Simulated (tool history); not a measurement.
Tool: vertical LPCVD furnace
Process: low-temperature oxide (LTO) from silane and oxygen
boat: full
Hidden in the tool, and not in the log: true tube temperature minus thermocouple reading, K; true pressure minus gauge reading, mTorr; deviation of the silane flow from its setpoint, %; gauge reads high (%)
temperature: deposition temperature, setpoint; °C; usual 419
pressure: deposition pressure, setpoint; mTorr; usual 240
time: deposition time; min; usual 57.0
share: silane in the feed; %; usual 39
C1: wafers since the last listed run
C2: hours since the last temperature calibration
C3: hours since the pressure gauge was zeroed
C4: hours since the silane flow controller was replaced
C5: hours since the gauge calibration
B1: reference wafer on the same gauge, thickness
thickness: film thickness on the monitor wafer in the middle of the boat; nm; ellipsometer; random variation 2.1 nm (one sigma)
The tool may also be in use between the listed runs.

Run 1, hour 0.0: usual settings; C1 0; C2 3104.7; C3 2585.8; C4 2868.2; C5 916.3; B1 675.95. Result: thickness 729.23 nm.
Run 2, hour 19.6: usual settings; C1 239; C2 3124.3; C3 2605.4; C4 2887.8; C5 935.9; B1 676.56. Result: thickness 728.79 nm.
Run 3, hour 50.7: usual settings; C1 379; C2 3155.4; C3 2636.5; C4 2918.9; C5 967.0; B1 675.81. Result: thickness 736.18 nm.
Run 4, hour 66.8: usual settings; C1 196; C2 3171.5; C3 2652.6; C4 2935.0; C5 983.1; B1 675.97. Result: thickness 732.61 nm.
Run 5, hour 97.6: usual settings; C1 376; C2 3202.3; C3 2683.4; C4 2965.8; C5 1013.9; B1 676.27. Result: thickness 729.11 nm.
Run 6, hour 124.2: usual settings; C1 324; C2 3228.9; C3 2710.0; C4 2992.4; C5 1040.5; B1 677.13. Result: thickness 732.92 nm.
Run 7, hour 143.9: usual settings; C1 240; C2 3248.6; C3 2729.7; C4 3012.1; C5 1060.2; B1 675.80. Result: thickness 726.35 nm.
Run 8, hour 177.8: usual settings; C1 413; C2 3282.5; C3 2763.6; C4 3046.0; C5 1094.1; B1 676.17. Result: thickness 729.66 nm.
Run 9, hour 196.6: usual settings but pressure 275 mTorr, time 63.5 min; C1 229; C2 3301.3; C3 2782.4; C4 3064.8; C5 1112.9; B1 675.61. Result: thickness 939.38 nm.
Run 10, hour 224.1: usual settings; C1 335; C2 3328.8; C3 2809.9; C4 3092.3; C5 1140.4; B1 675.39. Result: thickness 732.46 nm.
At hour 318.5: thermocouples replaced and temperature profile calibrated.
Run 11, hour 319.5: usual settings but temperature 431 °C, pressure 195 mTorr, share 42 %; C1 871; C2 1.0; C3 2905.3; C4 3187.7; C5 1235.8; B1 676.48. Result: thickness 693.84 nm.
Run 12, hour 353.3: usual settings but share 42 %; C1 412; C2 34.8; C3 2939.1; C4 3221.5; C5 1269.6; B1 675.97. Result: thickness 765.52 nm.
At hour 385.6: silane flow controller replaced.
Run 13, hour 386.1: usual settings but temperature 422 °C, time 47.0 min, share 36 %; C1 107; C2 67.6; C3 2971.9; C4 0.5; C5 1302.4; B1 676.33. Result: thickness 543.71 nm.
Run 14, hour 395.2: usual settings but temperature 431 °C, pressure 195 mTorr, share 42 %; C1 111; C2 76.7; C3 2981.0; C4 9.6; C5 1311.5; B1 675.58. Result: thickness 686.57 nm.
Run 15, hour 408.7: usual settings but pressure 280 mTorr, share 46 %; C1 164; C2 90.2; C3 2994.5; C4 23.1; C5 1325.0; B1 676.25. Result: thickness 983.83 nm.
Run 16, hour 439.6: usual settings but temperature 425 °C, time 64.5 min; C1 377; C2 121.1; C3 3025.4; C4 54.0; C5 1355.9; B1 676.85. Result: thickness 844.12 nm.
Run 17, hour 464.2: usual settings; C1 300; C2 145.7; C3 3050.0; C4 78.6; C5 1380.5; B1 675.95. Result: thickness 698.96 nm.
Run 18, hour 476.8: usual settings but share 33 %; C1 153; C2 158.3; C3 3062.6; C4 91.2; C5 1393.1; B1 676.20. Result: thickness 564.83 nm.
Run 19, hour 501.3: usual settings but temperature 431 °C, pressure 195 mTorr, share 42 %; C1 299; C2 182.8; C3 3087.1; C4 115.7; C5 1417.6; B1 675.54. Result: thickness 685.07 nm.
Run 20, hour 525.5: usual settings but time 35.0 min, share 32 %; C1 295; C2 207.0; C3 3111.3; C4 139.9; C5 1441.8; B1 676.30. Result: thickness 334.13 nm.
Run 21, hour 542.7: usual settings but temperature 431 °C, pressure 260 mTorr; C1 210; C2 224.2; C3 3128.5; C4 157.1; C5 1459.0; B1 675.73. Result: thickness 855.95 nm.
At hour 597.5: pressure gauge zeroed.
Run 22, hour 598.0: usual settings but temperature 431 °C, time 42.5 min; C1 382; C2 279.5; C3 0.5; C4 212.4; C5 1514.3; B1 675.90. Result: thickness 623.80 nm.
Run 23, hour 607.1: usual settings but share 37 %; C1 111; C2 288.6; C3 9.6; C4 221.5; C5 1523.4; B1 675.99. Result: thickness 694.91 nm.
At hour 609.4: gauge calibrated.
Run 24, hour 632.3: usual settings but temperature 410 °C, pressure 270 mTorr, share 32 %; C1 307; C2 313.8; C3 34.8; C4 246.7; C5 22.9; B1 676.63. Result: thickness 584.82 nm.
Run 25, hour 656.8: usual settings but time 63.0 min; C1 299; C2 338.3; C3 59.3; C4 271.2; C5 47.4; B1 676.03. Result: thickness 822.08 nm.
Run 26, hour 680.1: usual settings but time 37.0 min; C1 284; C2 361.6; C3 82.6; C4 294.5; C5 70.7; B1 676.01. Result: thickness 481.46 nm.
Run 27, hour 723.4: usual settings but temperature 426 °C, pressure 185 mTorr, share 42 %; C1 528; C2 404.9; C3 125.9; C4 337.8; C5 114.0; B1 675.62. Result: thickness 663.71 nm.
Run 28, hour 752.5: usual settings but temperature 416 °C, time 47.0 min, share 37 %; C1 355; C2 434.0; C3 155.0; C4 366.9; C5 143.1; B1 675.69. Result: thickness 556.18 nm.
Run 29, hour 779.9: usual settings; C1 334; C2 461.4; C3 182.4; C4 394.3; C5 170.5; B1 676.61. Result: thickness 743.18 nm.
Run 30, hour 861.7: usual settings but temperature 430 °C, pressure 290 mTorr, time 44.5 min; C1 998; C2 543.2; C3 264.2; C4 476.1; C5 252.3; B1 675.34. Result: thickness 782.69 nm.

Hidden state at the last listed run before each entry between runs and at the first one after, where it differs:
Between runs 10 and 11: thermocouples replaced and temperature profile calibrated (hour 318.5)
  true tube temperature minus thermocouple reading, K: 4.15 -> 0.828; true pressure minus gauge reading, mTorr: -11.4 -> -12
  measured less the result without the state, thickness: -4.41 -> -39.72 nm
Between runs 12 and 13: silane flow controller replaced (hour 385.6)
  true tube temperature minus thermocouple reading, K: 0.829 -> 0.83; true pressure minus gauge reading, mTorr: -12.3 -> -12.5
  measured less the result without the state, thickness: -34.51 -> -24.92 nm
Between runs 21 and 22: pressure gauge zeroed (hour 597.5)
  true tube temperature minus thermocouple reading, K: 0.846 -> 0.856; true pressure minus gauge reading, mTorr: -13.7 -> -0.116
  measured less the result without the state, thickness: -39.97 -> +4.94 nm
Between runs 23 and 24: gauge calibrated (hour 609.4)
  true tube temperature minus thermocouple reading, K: 0.858 -> 0.863; true pressure minus gauge reading, mTorr: -0.116 -> -0.117
  measured less the result without the state, thickness: +5.88 -> +5.41 nm
